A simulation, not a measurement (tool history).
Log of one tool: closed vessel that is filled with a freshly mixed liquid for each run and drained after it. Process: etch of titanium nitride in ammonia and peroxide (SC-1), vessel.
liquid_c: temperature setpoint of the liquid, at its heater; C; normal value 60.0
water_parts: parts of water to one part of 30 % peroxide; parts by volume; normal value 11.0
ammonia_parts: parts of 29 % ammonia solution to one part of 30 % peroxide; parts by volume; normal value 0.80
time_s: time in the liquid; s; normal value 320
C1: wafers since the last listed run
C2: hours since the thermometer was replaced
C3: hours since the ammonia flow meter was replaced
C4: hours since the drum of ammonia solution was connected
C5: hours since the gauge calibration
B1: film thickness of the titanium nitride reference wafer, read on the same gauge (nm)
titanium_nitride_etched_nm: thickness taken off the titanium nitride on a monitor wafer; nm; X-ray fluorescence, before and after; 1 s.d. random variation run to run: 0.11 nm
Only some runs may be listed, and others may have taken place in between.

Run 1, hour 0.0: usual settings; C1 0; C2 48.1; C3 2322.1; C4 57.2; C5 1170.7; B1 90.01. Result: titanium_nitride_etched_nm 30.79 nm.
Run 2, hour 49.7: usual settings; C1 3249; C2 97.8; C3 2371.8; C4 106.9; C5 1220.4; B1 90.01. Result: titanium_nitride_etched_nm 30.83 nm.
At hour 53.9: ammonia flow meter replaced.
Run 3, hour 154.0: usual settings; C1 6754; C2 202.1; C3 100.1; C4 211.2; C5 1324.7; B1 89.99. Result: titanium_nitride_etched_nm 31.25 nm.
Run 4, hour 218.3: usual settings but time_s 190 s; C1 4204; C2 266.4; C3 164.4; C4 275.5; C5 1389.0; B1 89.97. Result: titanium_nitride_etched_nm 18.55 nm.
Run 5, hour 253.4: usual settings; C1 2295; C2 301.5; C3 199.5; C4 310.6; C5 1424.1; B1 89.99. Result: titanium_nitride_etched_nm 31.35 nm.
Run 6, hour 293.5: usual settings but ammonia_parts 0.70 parts by volume; C1 2622; C2 341.6; C3 239.6; C4 350.7; C5 1464.2; B1 90.03. Result: titanium_nitride_etched_nm 30.63 nm.
Run 7, hour 340.2: usual settings but water_parts 15.5 parts by volume, ammonia_parts 0.90 parts by volume; C1 3053; C2 388.3; C3 286.3; C4 397.4; C5 1510.9; B1 89.98. Result: titanium_nitride_etched_nm 26.49 nm.
Run 8, hour 393.2: usual settings; C1 3465; C2 441.3; C3 339.3; C4 450.4; C5 1563.9; B1 90.00. Result: titanium_nitride_etched_nm 31.05 nm.
Run 9, hour 465.1: usual settings but water_parts 13.5 parts by volume, time_s 135 s; C1 4701; C2 513.2; C3 411.2; C4 522.3; C5 1635.8; B1 90.00. Result: titanium_nitride_etched_nm 11.74 nm.
Run 10, hour 495.7: usual settings but time_s 445 s; C1 2000; C2 543.8; C3 441.8; C4 552.9; C5 1666.4; B1 89.99. Result: titanium_nitride_etched_nm 42.94 nm.
Run 11, hour 538.4: usual settings but liquid_c 64.5 C, water_parts 16.0 parts by volume, ammonia_parts 1.00 parts by volume; C1 2792; C2 586.5; C3 484.5; C4 595.6; C5 1709.1; B1 90.00. Result: titanium_nitride_etched_nm 35.31 nm.
At hour 552.4: gauge calibrated.
Run 12, hour 577.2: usual settings but ammonia_parts 0.60 parts by volume, time_s 490 s; C1 2537; C2 625.3; C3 523.3; C4 634.4; C5 24.8; B1 90.03. Result: titanium_nitride_etched_nm 45.12 nm.
Run 13, hour 615.3: usual settings but water_parts 13.0 parts by volume, time_s 165 s; C1 2491; C2 663.4; C3 561.4; C4 672.5; C5 62.9; B1 90.01. Result: titanium_nitride_etched_nm 14.54 nm.
Run 14, hour 654.4: usual settings but ammonia_parts 0.60 parts by volume, time_s 395 s; C1 2556; C2 702.5; C3 600.5; C4 711.6; C5 102.0; B1 89.98. Result: titanium_nitride_etched_nm 36.34 nm.
At hour 719.1: new drum of ammonia solution connected.
Run 15, hour 723.8: usual settings; C1 4472; C2 771.9; C3 669.9; C4 4.7; C5 171.4; B1 90.02. Result: titanium_nitride_etched_nm 31.38 nm.
Run 16, hour 767.8: usual settings but liquid_c 67.0 C, water_parts 14.0 parts by volume, ammonia_parts 0.45 parts by volume, time_s 455 s; C1 2877; C2 815.9; C3 713.9; C4 48.7; C5 215.4; B1 90.00. Result: titanium_nitride_etched_nm 55.17 nm.
Run 17, hour 794.4: usual settings; C1 1739; C2 842.5; C3 740.5; C4 75.3; C5 242.0; B1 90.00. Result: titanium_nitride_etched_nm 31.32 nm.
Run 18, hour 850.3: usual settings but liquid_c 54.5 C, water_parts 7.0 parts by volume, ammonia_parts 0.50 parts by volume, time_s 495 s; C1 3655; C2 898.4; C3 796.4; C4 131.2; C5 297.9; B1 90.01. Result: titanium_nitride_etched_nm 38.79 nm.
Run 19, hour 884.8: usual settings but time_s 260 s; C1 2255; C2 932.9; C3 830.9; C4 165.7; C5 332.4; B1 90.01. Result: titanium_nitride_etched_nm 25.33 nm.
Run 20, hour 968.8: usual settings but time_s 205 s; C1 5492; C2 1016.9; C3 914.9; C4 249.7; C5 416.4; B1 90.03. Result: titanium_nitride_etched_nm 19.88 nm.
Run 21, hour 1037.2: usual settings but liquid_c 57.0 C, water_parts 14.5 parts by volume, ammonia_parts 1.10 parts by volume, time_s 190 s; C1 4472; C2 1085.3; C3 983.3; C4 318.1; C5 484.8; B1 89.99. Result: titanium_nitride_etched_nm 13.81 nm.
Run 22, hour 1099.2: usual settings but water_parts 13.5 parts by volume; C1 4054; C2 1147.3; C3 1045.3; C4 380.1; C5 546.8; B1 89.99. Result: titanium_nitride_etched_nm 27.67 nm.
Run 23, hour 1131.0: usual settings but water_parts 14.5 parts by volume, time_s 400 s; C1 2079; C2 1179.1; C3 1077.1; C4 411.9; C5 578.6; B1 89.97. Result: titanium_nitride_etched_nm 33.64 nm.
Run 24, hour 1163.8: usual settings but water_parts 15.0 parts by volume, ammonia_parts 1.15 parts by volume; C1 2144; C2 1211.9; C3 1109.9; C4 444.7; C5 611.4; B1 90.01. Result: titanium_nitride_etched_nm 27.97 nm.
Run 25, hour 1210.3: usual settings but liquid_c 68.5 C, ammonia_parts 1.10 parts by volume; C1 3040; C2 1258.4; C3 1156.4; C4 491.2; C5 657.9; B1 90.00. Result: titanium_nitride_etched_nm 56.23 nm.
Run 26, hour 1251.2: usual settings but liquid_c 66.0 C, water_parts 13.0 parts by volume, time_s 410 s; C1 2674; C2 1299.3; C3 1197.3; C4 532.1; C5 698.8; B1 89.96. Result: titanium_nitride_etched_nm 53.05 nm.

Consider 5 possible next runs. They are alternatives, not a sequence: every one starts from the tool as it was left by run 26. What does each give?
Run A, hour 1251.9: usual settings but water_parts 12.5 parts by volume; C1 45; C2 1300.0; C3 1198.0; C4 532.8; C5 699.5; B1 ?. Result: titanium_nitride_etched_nm ?.
Run B, hour 1251.9: usual settings but water_parts 16.5 parts by volume; C1 45; C2 1300.0; C3 1198.0; C4 532.8; C5 699.5; B1 ?. Result: titanium_nitride_etched_nm ?.
Run C, hour 1251.9: usual settings but water_parts 6.5 parts by volume, time_s 460 s; C1 45; C2 1300.0; C3 1198.0; C4 532.8; C5 699.5; B1 ?. Result: titanium_nitride_etched_nm ?.
Run D, hour 1251.9: usual settings but water_parts 7.0 parts by volume, ammonia_parts 1.05 parts by volume; C1 45; C2 1300.0; C3 1198.0; C4 532.8; C5 699.5; B1 ?. Result: titanium_nitride_etched_nm ?.
Run E, hour 1251.9: usual settings but liquid_c 69.5 C, water_parts 13.5 parts by volume, time_s 460 s; C1 45; C2 1300.0; C3 1198.0; C4 532.8; C5 699.5; B1 ?. Result: titanium_nitride_etched_nm ?.

run     B1  titanium_nitride_etched_nm
  A  89.98                       28.77
  B  89.98                       24.79
  C  89.98                       57.51
  D  89.98                       40.17
  E  89.98                       72.74
Take away the tool's hidden state, keep each run's random variation, and the runs would have read:
run  titanium_nitride_etched_nm
  A                       29.47
  B                       25.42
  C                       58.72
  D                       40.95
  E                       74.54

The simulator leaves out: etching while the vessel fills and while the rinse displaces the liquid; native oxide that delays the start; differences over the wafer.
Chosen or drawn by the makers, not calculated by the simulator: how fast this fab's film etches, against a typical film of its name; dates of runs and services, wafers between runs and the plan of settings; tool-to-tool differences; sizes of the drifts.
